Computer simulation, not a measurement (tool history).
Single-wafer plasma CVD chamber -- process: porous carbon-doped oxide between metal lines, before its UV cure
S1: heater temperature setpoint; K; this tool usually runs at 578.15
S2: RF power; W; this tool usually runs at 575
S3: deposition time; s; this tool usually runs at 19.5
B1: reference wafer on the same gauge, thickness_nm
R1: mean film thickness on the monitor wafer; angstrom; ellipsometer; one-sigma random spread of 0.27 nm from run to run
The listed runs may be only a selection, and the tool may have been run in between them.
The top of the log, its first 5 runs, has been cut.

Run 6, hour 310.7: usual settings; B1 123.761. Result: R1 1265.32 angstrom.
Run 7, hour 358.8: usual settings; B1 123.763. Result: R1 1267.98 angstrom.
At hour 388.1: RF generator calibrated.
Run 8, hour 460: usual settings; B1 123.774. Result: R1 1268.36 angstrom.
Run 9, hour 554.1: usual settings; B1 123.757. Result: R1 1267.33 angstrom.
Run 10, hour 646.6: usual settings; B1 123.772. Result: R1 1266.84 angstrom.
At hour 715.1: gauge calibrated.
Run 11, hour 747.7: usual settings; B1 125.078. Result: R1 1280.39 angstrom.
Run 12, hour 841.4: usual settings; B1 124.867. Result: R1 1279.55 angstrom.
Run 13, hour 889.4: usual settings; B1 124.903. Result: R1 1278.67 angstrom.
Run 14, hour 1016.3: usual settings but S1 584.15 K, S3 20.8 s; B1 124.724. Result: R1 1318.12 angstrom.
Run 15, hour 1082.2: usual settings; B1 124.699. Result: R1 1274.3 angstrom.
Run 16, hour 1156.6: usual settings but S1 591.15 K; B1 124.563. Result: R1 1200.6 angstrom.
Run 17, hour 1206.8: usual settings but S1 563.15 K, S2 470 W, S3 21.2 s; B1 124.562. Result: R1 1200.48 angstrom.
Run 18, hour 1302.1: usual settings but S1 566.15 K, S3 17.5 s; B1 124.522. Result: R1 1216.78 angstrom.
Run 19, hour 1383.5: usual settings but S1 572.15 K; B1 124.422. Result: R1 1312.88 angstrom.
Run 20, hour 1460.1: usual settings; B1 124.352. Result: R1 1276.11 angstrom.
Run 21, hour 1516.3: usual settings but S1 571.15 K, S2 680 W, S3 20.9 s; B1 124.269. Result: R1 1648.12 angstrom.
Run 22, hour 1602.6: usual settings; B1 124.272. Result: R1 1269.04 angstrom.
At hour 1643.2: RF generator calibrated.
Run 23, hour 1683.3: usual settings; B1 124.28. Result: R1 1276.45 angstrom.
At hour 1700.8: thermocouple changed; heater temperature recalibrated.
At hour 1750.4: showerhead replaced.
Run 24, hour 1750.9: usual settings but S1 564.15 K, S2 545 W; B1 124.308. Result: R1 1294.57 angstrom.
Run 25, hour 1846.2: usual settings but S1 572.15 K; B1 124.174. Result: R1 1311.89 angstrom.
Run 26, hour 1934.5: usual settings but S2 525 W, S3 22.4 s; B1 124.179. Result: R1 1323 angstrom.
Run 27, hour 2001.7: usual settings; B1 124.033. Result: R1 1268.61 angstrom.
Run 28, hour 2098.1: usual settings but S3 22 s; B1 124.066. Result: R1 1433.31 angstrom.

Expected results for the next run?
Run 29, hour 2134.9: usual settings but S2 460 W; B1 ?. Result: R1 ?.

B1: 124.1
R1: 988.75 angstrom
Were there no unlogged condition in the tool, this run, its random variation unchanged, would have produced R1 996 angstrom.

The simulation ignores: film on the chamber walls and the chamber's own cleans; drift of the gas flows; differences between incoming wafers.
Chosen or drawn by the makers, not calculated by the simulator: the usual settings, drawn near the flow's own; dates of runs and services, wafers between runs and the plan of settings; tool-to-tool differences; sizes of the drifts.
